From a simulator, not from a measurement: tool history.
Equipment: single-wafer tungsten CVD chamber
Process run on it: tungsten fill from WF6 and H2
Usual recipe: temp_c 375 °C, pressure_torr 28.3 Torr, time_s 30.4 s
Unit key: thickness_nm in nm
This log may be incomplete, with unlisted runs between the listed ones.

run   hour  temp_c  pressure_torr  time_s  wafers since the last listed run  hours since the last thermocouple change  hours since the last manometer calibration  hours since the showerhead was replaced  hours since the gauge calibration  read-back reference wafer on the same gauge, thickness_nm  thickness_nm
  1      0     375           28.3    30.4                                 0                                    1591.7                                       356.4                                     7566                              725.4                                                     48.628        51.685
  2     63     375           28.3    27.1                              1665                                    1654.7                                       419.4                                     7629                              788.4                                                     48.578        46.286
        99  -- gauge calibrated
  3  122.2     375           28.3    30.4                              1564                                    1713.9                                       478.6                                   7688.2                               23.2                                                     48.616        51.914
  4  175.3     375           28.3    30.4                              1403                                      1767                                       531.7                                   7741.3                               76.3                                                     48.606        51.884
  5  245.7     375           28.3    30.4                              1860                                    1837.4                                       602.1                                   7811.7                              146.7                                                     48.639         51.97
  6  302.6     375           32.7    30.4                              1504                                    1894.3                                         659                                   7868.6                              203.6                                                     48.615        54.352
  7    369     375           32.7    30.4                              1755                                    1960.7                                       725.4                                     7935                                270                                                     48.624        54.362
  8  420.2     375           32.7    30.4                              1353                                    2011.9                                       776.6                                   7986.2                              321.2                                                     48.611        54.772
  9  473.8     375           28.3    30.4                              1416                                    2065.5                                       830.2                                   8039.8                              374.8                                                     48.584        51.812
 10  523.9     375           28.3    30.4                              1324                                    2115.6                                       880.3                                   8089.9                              424.9                                                     48.635        51.873
 11  552.9     375           28.3    30.4                               766                                    2144.6                                       909.3                                   8118.9                              453.9                                                     48.582         51.88
 12  624.8     375             32    28.7                              1900                                    2216.5                                       981.2                                   8190.8                              525.8                                                     48.636        51.349
 13  651.1     375           28.3    30.4                               695                                    2242.8                                      1007.5                                   8217.1                              552.1                                                     48.604        52.291
 14  696.5     361           33.3    25.3                              1200                                    2288.2                                      1052.9                                   8262.5                              597.5                                                      48.57         35.33
 15  739.9     369           22.2    25.2                              1147                                    2331.6                                      1096.3                                   8305.9                              640.9                                                     48.615        35.924
 16    802     385           28.3    28.3                              1641                                    2393.7                                      1158.4                                     8368                                703                                                     48.529        58.106
 17  889.3     375           28.3    30.4                              2307                                      2481                                      1245.7                                   8455.3                              790.3                                                     48.642        52.199
     925.3  -- showerhead replaced
     958.4  -- thermocouple changed; heater temperature recalibrated
 18  958.9     375           28.3    24.4                              1416                                       0.5                                      1315.3                                     33.6                              859.9                                                     48.594        40.588
 19  987.9     361           28.3    30.4                               766                                      29.5                                      1344.3                                     62.6                              888.9                                                     48.617         38.98

What does the tool deliver on the next run?
     1000.5  -- gauge calibrated
     1188.6  -- capacitance manometer re-zeroed and calibrated
 20  1193.1     375           28.3    30.4                              5212                                     234.7                                         4.5                                    267.8                              192.6                                                          ?             ?

{"run 20": {"read-back reference wafer on the same gauge, thickness_nm": 48.591, "thickness_nm": 50.979}}
On a tool with no hidden condition, and with the same random variation, this run would have come out at thickness_nm 50.824 nm.
